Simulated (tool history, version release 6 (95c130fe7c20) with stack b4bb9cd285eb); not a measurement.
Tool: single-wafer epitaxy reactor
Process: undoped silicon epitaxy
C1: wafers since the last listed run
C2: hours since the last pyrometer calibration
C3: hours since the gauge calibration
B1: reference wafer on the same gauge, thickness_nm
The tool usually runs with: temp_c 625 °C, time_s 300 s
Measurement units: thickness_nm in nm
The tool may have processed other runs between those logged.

Run 1, hour 0: usual settings; C1 0; C2 1500.3; C3 195.9; B1 32.895. Result: thickness_nm 29.559 nm.
Run 2, hour 107.5: usual settings; C1 532; C2 1607.8; C3 303.4; B1 32.927. Result: thickness_nm 29.572 nm.
Run 3, hour 175.8: usual settings; C1 338; C2 1676.1; C3 371.7; B1 32.893. Result: thickness_nm 29.298 nm.
Run 4, hour 247.5: usual settings; C1 355; C2 1747.8; C3 443.4; B1 32.906. Result: thickness_nm 29.288 nm.
Run 5, hour 304.7: usual settings; C1 283; C2 1805; C3 500.6; B1 32.915. Result: thickness_nm 29.212 nm.
Run 6, hour 345.2: usual settings but temp_c 621 °C; C1 200; C2 1845.5; C3 541.1; B1 32.913. Result: thickness_nm 26.926 nm.
Run 7, hour 417.9: usual settings but temp_c 621 °C, time_s 335 s; C1 359; C2 1918.2; C3 613.8; B1 32.89. Result: thickness_nm 29.883 nm.
Run 8, hour 470.5: usual settings but temp_c 621 °C, time_s 335 s; C1 260; C2 1970.8; C3 666.4; B1 32.908. Result: thickness_nm 30.178 nm.
At hour 571.5: pyrometer calibrated.
Run 9, hour 621.9: usual settings but temp_c 629 °C; C1 710; C2 50.4; C3 817.8; B1 32.866. Result: thickness_nm 36.551 nm.
Run 10, hour 706.7: usual settings; C1 419; C2 135.2; C3 902.6; B1 32.913. Result: thickness_nm 33.557 nm.
Run 11, hour 795.3: usual settings; C1 438; C2 223.8; C3 991.2; B1 32.902. Result: thickness_nm 32.991 nm.
Run 12, hour 846.4: usual settings but temp_c 617 °C, time_s 323 s; C1 253; C2 274.9; C3 1042.3; B1 32.898. Result: thickness_nm 30.632 nm.
At hour 898.5: pyrometer calibrated, repeated, since the last time left the tool worse.
Run 13, hour 934.2: usual settings but time_s 325 s; C1 395; C2 35.7; C3 1130.1; B1 32.876. Result: thickness_nm 33.533 nm.
Run 14, hour 980.6: usual settings; C1 229; C2 82.1; C3 1176.5; B1 32.906. Result: thickness_nm 30.896 nm.
At hour 982.1: gauge calibrated.
Run 15, hour 1026.5: usual settings but time_s 351 s; C1 227; C2 128; C3 44.4; B1 32.904. Result: thickness_nm 35.902 nm.
Run 16, hour 1064.6: usual settings but time_s 334 s; C1 188; C2 166.1; C3 82.5; B1 32.951. Result: thickness_nm 34.168 nm.
Run 17, hour 1136.1: usual settings; C1 354; C2 237.6; C3 154; B1 32.893. Result: thickness_nm 30.537 nm.
Run 18, hour 1238.5: usual settings but time_s 344 s; C1 507; C2 340; C3 256.4; B1 32.856. Result: thickness_nm 34.908 nm.
Run 19, hour 1322.1: usual settings; C1 413; C2 423.6; C3 340; B1 32.894. Result: thickness_nm 30.351 nm.
Run 20, hour 1382.6: usual settings but temp_c 610 °C; C1 299; C2 484.1; C3 400.5; B1 32.933. Result: thickness_nm 22.051 nm.
Run 21, hour 1453.5: usual settings; C1 351; C2 555; C3 471.4; B1 32.894. Result: thickness_nm 30.031 nm.
Run 22, hour 1534.6: usual settings but temp_c 613 °C, time_s 266 s; C1 401; C2 636.1; C3 552.5; B1 32.922. Result: thickness_nm 20.894 nm.

What if the next run were any one of these 5? Each begins from the tool's condition after run 22:
Run A, hour 1535.1: usual settings but time_s 262 s; C1 2; C2 636.6; C3 553; B1 ?. Result: thickness_nm ?.
Run B, hour 1535.1: usual settings but temp_c 631 °C; C1 2; C2 636.6; C3 553; B1 ?. Result: thickness_nm ?.
Run C, hour 1535.1: usual settings but temp_c 621 °C, time_s 271 s; C1 2; C2 636.6; C3 553; B1 ?. Result: thickness_nm ?.
Run D, hour 1535.1: usual settings but temp_c 634 °C, time_s 330 s; C1 2; C2 636.6; C3 553; B1 ?. Result: thickness_nm ?.
Run E, hour 1535.1: usual settings but time_s 246 s; C1 2; C2 636.6; C3 553; B1 ?. Result: thickness_nm ?.

run      B1  thickness_nm
  A  32.913        26.219
  B  32.913        33.888
  C  32.913        24.996
  D  32.913        39.583
  E  32.913        24.618
What these runs would have given with no unlogged condition in the tool:
run  thickness_nm
  A        26.897
  B        34.753
  C        25.647
  D        40.587
  E        25.254
